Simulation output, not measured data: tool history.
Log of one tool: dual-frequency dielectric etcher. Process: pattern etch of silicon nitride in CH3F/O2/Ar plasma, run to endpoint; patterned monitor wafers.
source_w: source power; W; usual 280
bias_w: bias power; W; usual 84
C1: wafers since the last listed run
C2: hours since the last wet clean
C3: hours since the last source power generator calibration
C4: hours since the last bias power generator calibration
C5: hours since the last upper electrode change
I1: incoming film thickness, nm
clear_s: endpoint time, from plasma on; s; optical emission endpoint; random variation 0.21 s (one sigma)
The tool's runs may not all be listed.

Run 1, hour 0: usual settings; C1 0; C2 53.5; C3 4037.8; C4 3462.4; C5 3165.8; I1 23.29. Result: clear_s 36.1 s.
Run 2, hour 10.9: usual settings; C1 87; C2 64.4; C3 4048.7; C4 3473.3; C5 3176.7; I1 23.32. Result: clear_s 36.2 s.
Run 3, hour 17.4: usual settings; C1 51; C2 70.9; C3 4055.2; C4 3479.8; C5 3183.2; I1 23.27. Result: clear_s 36.3 s.
Run 4, hour 32.9: usual settings; C1 123; C2 86.4; C3 4070.7; C4 3495.3; C5 3198.7; I1 23.44. Result: clear_s 36.5 s.
Run 5, hour 43.8: usual settings; C1 87; C2 97.3; C3 4081.6; C4 3506.2; C5 3209.6; I1 22.93. Result: clear_s 35.6 s.
Run 6, hour 60.7: usual settings; C1 135; C2 114.2; C3 4098.5; C4 3523.1; C5 3226.5; I1 23.34. Result: clear_s 36.5 s.
Run 7, hour 69.6: usual settings; C1 71; C2 123.1; C3 4107.4; C4 3532; C5 3235.4; I1 23.3. Result: clear_s 36.6 s.
Run 8, hour 81.1: usual settings; C1 91; C2 134.6; C3 4118.9; C4 3543.5; C5 3246.9; I1 23.26. Result: clear_s 36.6 s.
Run 9, hour 96: usual settings; C1 119; C2 149.5; C3 4133.8; C4 3558.4; C5 3261.8; I1 23.54. Result: clear_s 37.1 s.
At hour 104: bias power generator calibrated.
Run 10, hour 111.9: usual settings; C1 95; C2 165.4; C3 4149.7; C4 7.9; C5 3277.7; I1 23.12. Result: clear_s 36.4 s.
Run 11, hour 119.9: usual settings; C1 63; C2 173.4; C3 4157.7; C4 15.9; C5 3285.7; I1 23.41. Result: clear_s 36.8 s.
Run 12, hour 159.6: usual settings; C1 317; C2 213.1; C3 4197.4; C4 55.6; C5 3325.4; I1 23.25. Result: clear_s 36.4 s.
Run 13, hour 170.3: usual settings; C1 85; C2 223.8; C3 4208.1; C4 66.3; C5 3336.1; I1 23.43. Result: clear_s 36.5 s.
Run 14, hour 199.6: usual settings but bias_w 95 W; C1 234; C2 253.1; C3 4237.4; C4 95.6; C5 3365.4; I1 23.08. Result: clear_s 34.9 s.
Run 15, hour 207.6: usual settings but bias_w 96 W; C1 63; C2 261.1; C3 4245.4; C4 103.6; C5 3373.4; I1 23.04. Result: clear_s 34.4 s.
Run 16, hour 214.3: usual settings but source_w 250 W, bias_w 77 W; C1 53; C2 267.8; C3 4252.1; C4 110.3; C5 3380.1; I1 23.37. Result: clear_s 40.1 s.
Run 17, hour 230.8: usual settings; C1 131; C2 284.3; C3 4268.6; C4 126.8; C5 3396.6; I1 23.2. Result: clear_s 36.9 s.
Run 18, hour 245: usual settings but source_w 330 W, bias_w 64 W; C1 113; C2 298.5; C3 4282.8; C4 141; C5 3410.8; I1 23.17. Result: clear_s 37.8 s.
At hour 295.9: wet clean of the chamber.
Run 19, hour 296.4: usual settings but bias_w 78 W; C1 219; C2 0.5; C3 4334.2; C4 192.4; C5 3462.2; I1 23.48. Result: clear_s 37.3 s.
Run 20, hour 296.7: usual settings but source_w 300 W; C1 2; C2 0.8; C3 4334.5; C4 192.7; C5 3462.5; I1 23.3. Result: clear_s 34.6 s.
Run 21, hour 302.8: usual settings; C1 48; C2 6.9; C3 4340.6; C4 198.8; C5 3468.6; I1 23.52. Result: clear_s 36.3 s.
Run 22, hour 315.8: usual settings; C1 103; C2 19.9; C3 4353.6; C4 211.8; C5 3481.6; I1 23.25. Result: clear_s 36.6 s.
Run 23, hour 322.7: usual settings but bias_w 101 W; C1 55; C2 26.8; C3 4360.5; C4 218.7; C5 3488.5; I1 23.47. Result: clear_s 34.1 s.
At hour 357.1: upper electrode replaced.
Run 24, hour 357.6: usual settings but source_w 330 W, bias_w 73 W; C1 87; C2 61.7; C3 4395.4; C4 253.6; C5 0.5; I1 23.57. Result: clear_s 35.9 s.
At hour 362.5: source power generator calibrated.
Run 25, hour 364.7: usual settings; C1 24; C2 68.8; C3 2.2; C4 260.7; C5 7.6; I1 23.22. Result: clear_s 36.1 s.
Run 26, hour 379.3: usual settings but source_w 330 W, bias_w 71 W; C1 116; C2 83.4; C3 16.8; C4 275.3; C5 22.2; I1 23.45. Result: clear_s 36.5 s.
Run 27, hour 392.9: usual settings but source_w 220 W, bias_w 75 W; C1 108; C2 97; C3 30.4; C4 288.9; C5 35.8; I1 23.15. Result: clear_s 42.3 s.
Run 28, hour 409.9: usual settings but source_w 250 W, bias_w 96 W; C1 135; C2 114; C3 47.4; C4 305.9; C5 52.8; I1 23.21. Result: clear_s 36 s.
Run 29, hour 417: usual settings; C1 56; C2 121.1; C3 54.5; C4 313; C5 59.9; I1 23.39. Result: clear_s 36.6 s.
Run 30, hour 427.2: usual settings but source_w 300 W, bias_w 92 W; C1 81; C2 131.3; C3 64.7; C4 323.2; C5 70.1; I1 23.43. Result: clear_s 34 s.
Run 31, hour 436.1: usual settings but source_w 350 W, bias_w 66 W; C1 71; C2 140.2; C3 73.6; C4 332.1; C5 79; I1 23.33. Result: clear_s 36.7 s.
Run 32, hour 451.1: usual settings; C1 119; C2 155.2; C3 88.6; C4 347.1; C5 94; I1 23.37. Result: clear_s 36.6 s.
Run 33, hour 464.5: usual settings but source_w 220 W, bias_w 93 W; C1 107; C2 168.6; C3 102; C4 360.5; C5 107.4; I1 23.12. Result: clear_s 38.8 s.
Run 34, hour 477.8: usual settings; C1 106; C2 181.9; C3 115.3; C4 373.8; C5 120.7; I1 23.16. Result: clear_s 36.7 s.
Run 35, hour 489: usual settings but source_w 230 W; C1 89; C2 193.1; C3 126.5; C4 385; C5 131.9; I1 23.21. Result: clear_s 39.7 s.

Hidden state or all else? Some run-to-run changes of clear_s, split into what the settings, what came in and random variation would give without the hidden state, and what is left for the hidden state (with any gauge scatter that isn't in both results):
The hidden state here: etch rate over this chamber's usual, %; source power that arrives over what is set, %; bias power that arrives over what is set, %.
Run 15 -> 16: source_w 280 -> 250, bias_w 96 -> 77. clear_s +5.7 s: hidden state +0.2, all else +5.5.
Run 17 -> 18: source_w 280 -> 330, bias_w 84 -> 64. clear_s +0.9 s: hidden state +0.2, all else +0.7.
Run 18 -> 19: source_w 330 -> 280, bias_w 64 -> 78, wet clean of the chamber. clear_s -0.5 s: hidden state -0.9, all else +0.4.
Run 26 -> 27: source_w 330 -> 220, bias_w 71 -> 75. clear_s +5.8 s: hidden state +0.1, all else +5.7.
Run 27 -> 28: source_w 220 -> 250, bias_w 75 -> 96. clear_s -6.3 s: hidden state -0.1, all else -6.2.
